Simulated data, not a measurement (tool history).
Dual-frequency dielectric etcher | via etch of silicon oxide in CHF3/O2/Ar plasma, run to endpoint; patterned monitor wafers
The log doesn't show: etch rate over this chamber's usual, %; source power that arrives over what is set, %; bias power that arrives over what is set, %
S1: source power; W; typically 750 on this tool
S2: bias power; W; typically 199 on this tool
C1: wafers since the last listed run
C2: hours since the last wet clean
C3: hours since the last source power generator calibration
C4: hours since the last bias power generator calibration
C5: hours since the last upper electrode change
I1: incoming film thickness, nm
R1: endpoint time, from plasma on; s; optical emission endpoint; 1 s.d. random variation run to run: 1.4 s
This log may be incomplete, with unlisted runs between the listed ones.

{"run": 1, "hour": 0.0, "S1": 750, "S2": 161, "C1": 0, "C2": 439.2, "C3": 2327.3, "C4": 1502.3, "C5": 3009.0, "I1": 557.3, "R1": 303.5}
{"run": 2, "hour": 12.3, "S1": 750, "S2": 199, "C1": 44, "C2": 451.5, "C3": 2339.6, "C4": 1514.6, "C5": 3021.3, "I1": 554.4, "R1": 273.1}
{"run": 3, "hour": 24.2, "S1": 750, "S2": 199, "C1": 42, "C2": 463.4, "C3": 2351.5, "C4": 1526.5, "C5": 3033.2, "I1": 548.2, "R1": 273.3}
{"run": 4, "hour": 41.0, "S1": 750, "S2": 199, "C1": 60, "C2": 480.2, "C3": 2368.3, "C4": 1543.3, "C5": 3050.0, "I1": 549.9, "R1": 272.2}
{"run": 5, "hour": 57.4, "S1": 750, "S2": 199, "C1": 59, "C2": 496.6, "C3": 2384.7, "C4": 1559.7, "C5": 3066.4, "I1": 557.0, "R1": 275.6}
{"run": 6, "hour": 72.3, "S1": 750, "S2": 199, "C1": 53, "C2": 511.5, "C3": 2399.6, "C4": 1574.6, "C5": 3081.3, "I1": 556.1, "R1": 276.9}
{"run": 7, "hour": 85.0, "S1": 750, "S2": 199, "C1": 45, "C2": 524.2, "C3": 2412.3, "C4": 1587.3, "C5": 3094.0, "I1": 555.2, "R1": 276.2}
{"run": 8, "hour": 101.6, "S1": 750, "S2": 199, "C1": 59, "C2": 540.8, "C3": 2428.9, "C4": 1603.9, "C5": 3110.6, "I1": 548.9, "R1": 275.6}
{"run": 9, "hour": 114.6, "S1": 750, "S2": 199, "C1": 46, "C2": 553.8, "C3": 2441.9, "C4": 1616.9, "C5": 3123.6, "I1": 552.6, "R1": 276.8}
{"run": 10, "hour": 123.6, "S1": 750, "S2": 199, "C1": 32, "C2": 562.8, "C3": 2450.9, "C4": 1625.9, "C5": 3132.6, "I1": 542.8, "R1": 270.5}
{"hour": 128.1, "done": "bias power generator calibrated"}
{"hour": 156.0, "done": "wet clean of the chamber"}
{"hour": 175.5, "done": "upper electrode replaced, of another model than before"}
{"run": 11, "hour": 176.0, "S1": 670, "S2": 223, "C1": 17, "C2": 20.0, "C3": 2503.3, "C4": 47.9, "C5": 0.5, "I1": 549.4, "R1": 277.5}
{"run": 12, "hour": 176.4, "S1": 750, "S2": 199, "C1": 1, "C2": 20.4, "C3": 2503.7, "C4": 48.3, "C5": 0.9, "I1": 554.7, "R1": 268.1}
{"run": 13, "hour": 176.8, "S1": 750, "S2": 199, "C1": 1, "C2": 20.8, "C3": 2504.1, "C4": 48.7, "C5": 1.3, "I1": 552.3, "R1": 266.2}
{"run": 14, "hour": 181.3, "S1": 610, "S2": 230, "C1": 16, "C2": 25.3, "C3": 2508.6, "C4": 53.2, "C5": 5.8, "I1": 548.8, "R1": 291.3}
{"hour": 192.0, "done": "source power generator calibrated"}
{"run": 15, "hour": 192.5, "S1": 570, "S2": 213, "C1": 25, "C2": 36.5, "C3": 0.5, "C4": 64.4, "C5": 17.0, "I1": 547.6, "R1": 317.1}
{"run": 16, "hour": 216.9, "S1": 810, "S2": 156, "C1": 87, "C2": 60.9, "C3": 24.9, "C4": 88.8, "C5": 41.4, "I1": 548.1, "R1": 268.8}
{"run": 17, "hour": 230.3, "S1": 840, "S2": 243, "C1": 48, "C2": 74.3, "C3": 38.3, "C4": 102.2, "C5": 54.8, "I1": 551.0, "R1": 232.3}
{"run": 18, "hour": 247.6, "S1": 750, "S2": 199, "C1": 62, "C2": 91.6, "C3": 55.6, "C4": 119.5, "C5": 72.1, "I1": 551.8, "R1": 269.2}
{"run": 19, "hour": 256.1, "S1": 920, "S2": 169, "C1": 30, "C2": 100.1, "C3": 64.1, "C4": 128.0, "C5": 80.6, "I1": 556.7, "R1": 246.5}
{"run": 20, "hour": 264.5, "S1": 670, "S2": 172, "C1": 30, "C2": 108.5, "C3": 72.5, "C4": 136.4, "C5": 89.0, "I1": 553.0, "R1": 303.5}
{"run": 21, "hour": 273.5, "S1": 640, "S2": 199, "C1": 32, "C2": 117.5, "C3": 81.5, "C4": 145.4, "C5": 98.0, "I1": 549.8, "R1": 299.5}

Table of differences, measured result less the result of that run with no hidden state. Run-to-run variation is the same in both. Gauge scatter possibly is not:
run=1 R1=+11.7
run=2 R1=+10.8
run=3 R1=+11.1
run=4 R1=+11.6
run=5 R1=+12.1
run=6 R1=+12.5
run=7 R1=+12.8
run=8 R1=+13.3
run=9 R1=+13.6
run=10 R1=+13.6
run=11 R1=+2.1
run=12 R1=+2.0
run=13 R1=+2.0
run=14 R1=+2.3
run=15 R1=+2.8
run=16 R1=+3.1
run=17 R1=+2.9
run=18 R1=+3.9
run=19 R1=+3.8
run=20 R1=+4.8
run=21 R1=+5.0
